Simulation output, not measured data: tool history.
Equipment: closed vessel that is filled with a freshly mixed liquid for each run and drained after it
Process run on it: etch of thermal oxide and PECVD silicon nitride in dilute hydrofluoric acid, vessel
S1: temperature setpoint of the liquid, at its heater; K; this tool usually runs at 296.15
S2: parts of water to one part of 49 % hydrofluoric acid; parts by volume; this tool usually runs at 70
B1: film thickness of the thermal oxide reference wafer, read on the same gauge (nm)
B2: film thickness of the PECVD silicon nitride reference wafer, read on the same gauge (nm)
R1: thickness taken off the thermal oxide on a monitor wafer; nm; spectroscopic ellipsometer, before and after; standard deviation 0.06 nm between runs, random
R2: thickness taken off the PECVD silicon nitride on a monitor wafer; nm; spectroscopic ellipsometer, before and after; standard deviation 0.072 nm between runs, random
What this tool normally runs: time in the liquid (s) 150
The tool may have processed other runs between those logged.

run 1 day=0.000 | S1=297.15 S2=70 time_in_the_liquid_(s)=150 | B1=70.02 B2=110.02 | R1=10.11 R2=11.17
run 2 day=1.567 | S1=297.15 S2=70 time_in_the_liquid_(s)=150 | B1=69.99 B2=110.00 | R1=10.17 R2=11.16
run 3 day=3.079 | S1=293.15 S2=70 time_in_the_liquid_(s)=150 | B1=70.02 B2=109.98 | R1=8.66 R2=8.64
run 4 day=4.871 | S1=293.15 S2=70 time_in_the_liquid_(s)=150 | B1=69.97 B2=110.00 | R1=8.65 R2=8.74
run 5 day=7.517 | S1=293.15 S2=70 time_in_the_liquid_(s)=150 | B1=69.99 B2=110.00 | R1=8.76 R2=8.71
-- day=7.867 gauge calibrated
-- day=8.183 thermometer replaced
run 6 day=11.104 | S1=296.15 S2=70 time_in_the_liquid_(s)=150 | B1=69.97 B2=110.02 | R1=9.42 R2=10.13
run 7 day=12.692 | S1=296.15 S2=70 time_in_the_liquid_(s)=150 | B1=70.01 B2=110.00 | R1=9.41 R2=10.13
-- day=14.458 hydrofluoric acid flow meter replaced
run 8 day=14.867 | S1=297.65 S2=40 time_in_the_liquid_(s)=120 | B1=70.02 B2=110.02 | R1=16.26 R2=17.03
run 9 day=17.138 | S1=297.65 S2=95 time_in_the_liquid_(s)=75 | B1=69.98 B2=110.02 | R1=3.97 R2=4.56
run 10 day=18.571 | S1=296.15 S2=85 time_in_the_liquid_(s)=150 | B1=69.97 B2=109.99 | R1=8.50 R2=9.17
run 11 day=19.729 | S1=299.15 S2=60 time_in_the_liquid_(s)=65 | B1=69.99 B2=109.99 | R1=6.03 R2=6.92
run 12 day=20.746 | S1=291.65 S2=70 time_in_the_liquid_(s)=150 | B1=70.01 B2=109.99 | R1=8.88 R2=8.41
run 13 day=23.125 | S1=296.15 S2=70 time_in_the_liquid_(s)=150 | B1=69.99 B2=110.01 | R1=10.72 R2=11.26
-- day=24.621 gauge calibrated
run 14 day=25.654 | S1=294.15 S2=50 time_in_the_liquid_(s)=125 | B1=69.99 B2=109.98 | R1=11.67 R2=11.65

Some steps in R1 between neighbouring runs. How much of each would the tool show without its hidden state too (settings, what came in, random variation), and how much is left for the hidden state, with any gauge scatter that isn't in both results?
Hidden state present: liquid hotter than its thermometer reads (K); hydrofluoric acid flow below the setpoint (%); gauge reads high (%).
Run 7 -> 8: S1 296.15 -> 297.65, S2 70 -> 40, time in the liquid (s) 150 -> 120, hydrofluoric acid flow meter replaced. R1 +6.85 nm: hidden state +1.13, all else +5.72.
Run 8 -> 9: S2 40 -> 95, time in the liquid (s) 120 -> 75. R1 -12.29 nm: hidden state -0.24, all else -12.05.
